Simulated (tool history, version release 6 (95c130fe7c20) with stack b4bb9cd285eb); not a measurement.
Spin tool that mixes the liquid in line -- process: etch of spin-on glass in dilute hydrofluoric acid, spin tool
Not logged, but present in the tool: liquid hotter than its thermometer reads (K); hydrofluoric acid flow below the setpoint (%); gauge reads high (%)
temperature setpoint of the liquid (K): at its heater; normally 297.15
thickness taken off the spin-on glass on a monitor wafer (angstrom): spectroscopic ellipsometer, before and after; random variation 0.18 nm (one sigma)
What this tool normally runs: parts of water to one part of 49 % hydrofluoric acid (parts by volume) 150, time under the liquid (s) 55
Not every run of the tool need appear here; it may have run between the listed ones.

run    hour  temperature setpoint of the liquid (K)  parts of water to one part of 49 % hydrofluoric acid (parts by volume)  time under the liquid (s)  wafers since the last listed run  hours since the thermometer was replaced  hours since the hydrofluoric acid flow meter was replaced  hours since the gauge calibration  read-back film thickness of the spin-on glass reference wafer, read on the same gauge (nm)  thickness taken off the spin-on glass on a monitor wafer (angstrom)
  1     0.0                                  298.65                                                                     150                         55                                 0                                    1060.2                                                        0.7                              696.9                                                                                      149.96                                                                205.1
  2   107.7                                  297.15                                                                     150                         55                              1736                                    1167.9                                                      108.4                              804.6                                                                                      149.95                                                                196.3
  3   156.0                                  297.15                                                                     150                         55                               778                                    1216.2                                                      156.7                              852.9                                                                                      149.95                                                                199.2
  4   217.9                                  297.15                                                                     150                         55                               998                                    1278.1                                                      218.6                              914.8                                                                                      149.98                                                                198.3
      313.0  -- thermometer replaced
  5   491.8                                  297.15                                                                     150                         55                              4400                                     178.8                                                      492.5                             1188.7                                                                                      150.03                                                                195.9
  6   538.3                                  297.15                                                                     150                         55                               749                                     225.3                                                      539.0                             1235.2                                                                                      150.00                                                                197.9
  7   595.2                                  297.15                                                                     150                         55                               917                                     282.2                                                      595.9                             1292.1                                                                                      150.01                                                                195.9
  8   767.1                                  297.15                                                                     115                         75                              2772                                     454.1                                                      767.8                             1464.0                                                                                      150.00                                                                364.6
  9   812.3                                  297.15                                                                     115                         75                               728                                     499.3                                                      813.0                             1509.2                                                                                      149.99                                                                363.8
 10   854.6                                  297.15                                                                     115                         75                               682                                     541.6                                                      855.3                             1551.5                                                                                      150.01                                                                364.5
 11   922.4                                  297.15                                                                     150                         55                              1093                                     609.4                                                      923.1                             1619.3                                                                                      150.03                                                                199.3
 12   991.6                                  297.15                                                                     150                         40                              1115                                     678.6                                                      992.3                             1688.5                                                                                      149.94                                                                143.2
     1112.9  -- hydrofluoric acid flow meter replaced
 13  1288.5                                  300.15                                                                     150                         30                              4771                                     975.5                                                      175.6                             1985.4                                                                                      150.05                                                                121.1
 14  1552.9                                  294.15                                                                     100                         80                              4263                                    1239.9                                                      440.0                             2249.8                                                                                      150.00                                                                400.6
 15  1615.5                                  297.15                                                                     150                         55                              1009                                    1302.5                                                      502.6                             2312.4                                                                                      149.98                                                                198.4
 16  1654.3                                  297.15                                                                     190                         55                               625                                    1341.3                                                      541.4                             2351.2                                                                                      149.98                                                                150.0
 17  1716.1                                  297.15                                                                     150                         30                               996                                    1403.1                                                      603.2                             2413.0                                                                                      150.01                                                                107.6
 18  1756.6                                  297.15                                                                     150                         85                               653                                    1443.6                                                      643.7                             2453.5                                                                                      150.04                                                                304.3
     1790.1  -- gauge calibrated
 19  1792.9                                  295.15                                                                     175                         85                               585                                    1479.9                                                      680.0                                2.8                                                                                      150.01                                                                236.7
 20  1942.5                                  292.15                                                                     150                         55                              2412                                    1629.5                                                      829.6                              152.4                                                                                      149.97                                                                159.0
     1952.3  -- thermometer replaced
     2077.7  -- hydrofluoric acid flow meter replaced
 21  2214.1                                  297.15                                                                     170                         55                              4347                                     261.8                                                      136.4                              424.0                                                                                      150.01                                                                171.9
 22  2250.3                                  297.15                                                                     150                         55                               583                                     298.0                                                      172.6                              460.2                                                                                      149.95                                                                198.5
 23  2353.9                                  301.65                                                                     115                         35                              1670                                     401.6                                                      276.2                              563.8                                                                                      149.98                                                                204.7
 24  2431.4                                  297.15                                                                     150                         55                              1249                                     479.1                                                      353.7                              641.3                                                                                      149.98                                                                194.0
 25  2520.0                                  298.65                                                                      85                         85                              1428                                     567.7                                                      442.3                              729.9                                                                                      149.98                                                                617.6
 26  2558.7                                  300.15                                                                     200                         45                               624                                     606.4                                                      481.0                              768.6                                                                                      149.99                                                                130.7
 27  2648.2                                  297.15                                                                     115                         75                              1443                                     695.9                                                      570.5                              858.1                                                                                      150.02                                                                366.0
 28  2689.5                                  297.15                                                                     200                         55                               666                                     737.2                                                      611.8                              899.4                                                                                      150.05                                                                138.8
 29  2771.5                                  294.15                                                                     150                         55                              1322                                     819.2                                                      693.8                              981.4                                                                                      149.97                                                                175.7
 30  2825.7                                  297.15                                                                     150                         55                               874                                     873.4                                                      748.0                             1035.6                                                                                      150.04                                                                195.4
 31  2866.2                                  297.15                                                                     150                         55                               653                                     913.9                                                      788.5                             1076.1                                                                                      150.03                                                                199.5
 32  2906.6                                  297.15                                                                     150                         35                               651                                     954.3                                                      828.9                             1116.5                                                                                      149.98                                                                126.3
 33  2951.7                                  302.15                                                                     220                         30                               727                                     999.4                                                      874.0                             1161.6                                                                                      149.98                                                                 81.5
     2957.7  -- hydrofluoric acid flow meter replaced
 34  3059.0                                  297.15                                                                     100                         55                              1714                                    1106.7                                                      101.3                             1268.9                                                                                      149.99                                                                315.0

Each row is a separate what-if for the run after 34, all from the same tool condition, not one after another. Results?
  A  3059.4                                  301.65                                                                     150                         55                                 6                                    1107.1                                                      101.7                             1269.3                                                                                           ?                                                                    ?
  B  3059.4                                  299.15                                                                     200                         65                                 6                                    1107.1                                                      101.7                             1269.3                                                                                           ?                                                                    ?
  C  3059.4                                  298.65                                                                     105                         40                                 6                                    1107.1                                                      101.7                             1269.3                                                                                           ?                                                                    ?

run  read-back film thickness of the spin-on glass reference wafer, read on the same gauge (nm)  thickness taken off the spin-on glass on a monitor wafer (angstrom)
  A                                                                                      149.96                                                                235.3
  B                                                                                      149.96                                                                179.4
  C                                                                                      149.96                                                                231.1
The same runs, with their run-to-run variation unchanged, on a tool lacking any hidden condition would have given:
run  thickness taken off the spin-on glass on a monitor wafer (angstrom)
  A                                                                235.3
  B                                                                179.4
  C                                                                231.1
